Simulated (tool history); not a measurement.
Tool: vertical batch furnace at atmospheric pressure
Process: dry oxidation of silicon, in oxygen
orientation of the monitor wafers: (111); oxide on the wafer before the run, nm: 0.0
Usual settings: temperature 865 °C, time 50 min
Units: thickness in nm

run	hour	temperature	time	wafers since the last listed run	hours since the last temperature calibration	hours since the boat lift was adjusted	hours since the gauge calibration	read-back reference wafer on the same gauge, thickness	thickness
1	0	856	50	0	4686.3	5108.1	125.8	16.9	14.19
2	17.5	856	50	302	4703.8	5125.6	143.3	16.9	14.22
3	42.9	846	50	439	4729.2	5151	168.7	16.9	12.61
# hour 96.3: gauge calibrated
4	98.8	846	50	966	4785.1	5206.9	2.5	16.9	12.62
5	115.9	846	50	295	4802.2	5224	19.6	16.9	12.66
6	123	858	66.5	122	4809.3	5231.1	26.7	16.91	17.86
7	174.6	865	50	892	4860.9	5282.7	78.3	16.9	15.78
8	184.2	865	50	166	4870.5	5292.3	87.9	16.9	15.73
# hour 211.8: boat lift adjusted
9	212.3	865	50	70	4898.6	0.5	116	16.9	15.77
10	217.1	865	50	83	4903.4	5.3	120.8	16.91	15.74
11	232.4	880	50	264	4918.7	20.6	136.1	16.9	18.61
12	243.5	865	50	191	4929.8	31.7	147.2	16.9	15.73
# hour 279.1: thermocouples replaced and temperature profile calibrated
13	279.6	846	50	209	0.5	67.8	183.3	16.9	12.62
14	284.4	865	50	83	5.3	72.6	188.1	16.9	15.76
15	292.9	857	69.5	147	13.8	81.1	196.6	16.9	18.22
# hour 295.8: gauge calibrated
16	304.3	884	69	197	25.2	92.5	8.5	16.9	24.31
17	332.8	865	50	492	53.7	121	37	16.9	15.8
18	344.9	881	50	209	65.8	133.1	49.1	16.91	18.83
19	352.3	853	59.5	127	73.2	140.5	56.5	16.9	15.55
20	365.1	865	40.5	221	86	153.3	69.3	16.89	13.56
21	372.6	843	36	129	93.5	160.8	76.8	16.89	9.57

How the hidden state differs across the entries between the runs, from the last listed run before each to the first after it:
Between runs 3 and 4: gauge calibrated (hour 96.3)
  no hidden state differs between the two runs
Between runs 8 and 9: boat lift adjusted (hour 211.8)
  no hidden state differs between the two runs
Between runs 12 and 13: thermocouples replaced and temperature profile calibrated (hour 279.1)
  no hidden state differs between the two runs
Between runs 15 and 16: gauge calibrated (hour 295.8)
  no hidden state differs between the two runs

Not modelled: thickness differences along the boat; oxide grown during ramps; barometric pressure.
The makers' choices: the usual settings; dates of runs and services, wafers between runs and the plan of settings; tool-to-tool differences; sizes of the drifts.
